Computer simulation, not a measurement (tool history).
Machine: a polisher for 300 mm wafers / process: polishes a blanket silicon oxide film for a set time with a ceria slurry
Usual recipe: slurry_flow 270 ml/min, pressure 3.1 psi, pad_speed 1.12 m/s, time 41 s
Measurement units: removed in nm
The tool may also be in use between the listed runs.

run	day	slurry_flow	pressure	pad_speed	time	wafers since the last listed run	wafers polished on this pad	hours since the slurry nozzle was cleaned	hours since the head pressure was calibrated	incoming thickness of the incoming film, nm	removed
1	0	270	3.1	1.12	41	0	996	576.7	1085.8	1226.3	176.3
# day 1.217: head pressure recalibrated
2	4.942	270	3.1	1.12	41	976	1973	695.3	89.4	1232.8	179.2
# day 5.517: slurry nozzle cleaned
3	7.221	270	3.1	1.12	41	449	2422	40.9	144.1	1243.1	177.1
4	9.517	270	3.1	1.12	41	461	2884	96	199.2	1249.6	174.7
5	11.304	270	3.1	1.12	41	359	3243	138.9	242.1	1212	178.1
6	14.233	270	3.1	1.12	41	588	3832	209.2	312.4	1227.2	176.9
7	16.75	270	2.5	1.12	41	505	4338	269.6	372.8	1217.5	148.6
# day 23.029: worn pad replaced by a new one
8	27.925	270	3.1	1.42	38	2213	984	537.8	641	1249.5	211
# day 30.112: slurry nozzle cleaned
9	32.262	270	3.1	1.42	38	863	1847	51.6	745.1	1239.5	203.8
10	33.971	270	3.1	1.12	34	343	2191	92.6	786.1	1232	148.7
11	37.025	270	3.1	1.12	34	614	2805	165.9	859.4	1231.9	147.1
12	40	270	3.1	1.12	34	598	3403	237.3	930.8	1240.9	147
13	41.838	270	3.1	1.12	41	369	3772	281.4	974.9	1229.1	176.2
14	46.071	270	3.1	1.12	41	851	4624	383	1076.5	1231.2	179.4
# day 50.075: worn pad replaced by a new one
15	50.529	270	3.1	1.12	41	862	91	490	1183.5	1237.4	172.7
# day 51.279: head pressure recalibrated
# day 54.112: slurry nozzle cleaned
16	54.354	180	3.4	1.12	41	743	835	5.8	73.8	1218.2	182.3
17	58.079	270	2.7	1.12	41	748	1584	95.2	163.2	1245.3	158.7
18	62.088	270	3.1	1.12	41	805	2390	191.4	259.4	1227.4	179.3
19	63.925	270	3.1	1.12	34	369	2759	235.5	303.5	1238.3	148.3
20	66.767	270	3.1	0.82	29	571	3331	303.7	371.7	1233.7	94
21	69.662	270	3.1	1.12	41	582	3913	373.2	441.2	1230.9	177.1
22	73.933	270	3.1	0.82	29	858	4771	475.7	543.7	1253.4	90.5
23	76.467	270	3.1	0.74	41	509	5281	536.5	604.5	1222.2	118
# day 77.308: worn pad replaced by a new one
24	78.642	270	2.1	1.12	41	403	268	588.7	656.7	1226.2	128.4
25	81.867	270	3.1	1.12	41	648	916	666.1	734.1	1250.6	177
# day 82.433: slurry nozzle cleaned
26	85.708	270	2.1	1.44	34	763	1680	78.6	826.3	1222.2	137.1
27	87.888	270	3.1	1.12	41	438	2118	130.9	878.6	1252.2	178
28	90.483	360	2.4	0.9	37	521	2640	193.2	940.9	1241.6	106
# day 92.071: head pressure recalibrated
29	94.571	240	2.5	1	47	805	3445	291.3	60	1240.9	149.1
30	98.85	175	3.1	1.12	46	860	4305	394	162.7	1226.9	189.4
31	100.588	270	3.1	1.12	41	349	4655	435.7	204.4	1215.4	176.6
32	104.975	270	3.1	0.78	33	882	5537	541	309.7	1231.9	101.2
# day 105.812: worn pad replaced by a new one
33	107.608	355	3.1	1.12	33	495	360	604.2	372.9	1236.9	147.1
# day 108.429: slurry nozzle cleaned
34	109.55	190	2.1	0.72	53	381	742	26.9	419.5	1211.2	102.7
35	113.35	200	3.1	1.12	41	763	1506	118.1	510.7	1228	171.9
36	115.083	270	3.1	1.36	32	348	1855	159.7	552.3	1228.9	170.4
37	116.596	270	4.1	1.12	41	304	2159	196	588.6	1246.9	223.9

Forecast each of these 4 alternatives for the next run:
A	116.612	270	3.1	1.12	41	3	2162	196.4	589	1235	?
B	116.612	220	3.5	1.22	30	3	2162	196.4	589	1235	?
C	116.612	330	3.8	1.12	41	3	2162	196.4	589	1235	?
D	116.612	220	3.1	1.12	35	3	2162	196.4	589	1235	?

run	removed
A	179.5
B	154.7
C	217.9
D	149.4
With no hidden state in the tool, these same runs would have given:
run	removed
A	179.5
B	154.7
C	217.9
D	149.4

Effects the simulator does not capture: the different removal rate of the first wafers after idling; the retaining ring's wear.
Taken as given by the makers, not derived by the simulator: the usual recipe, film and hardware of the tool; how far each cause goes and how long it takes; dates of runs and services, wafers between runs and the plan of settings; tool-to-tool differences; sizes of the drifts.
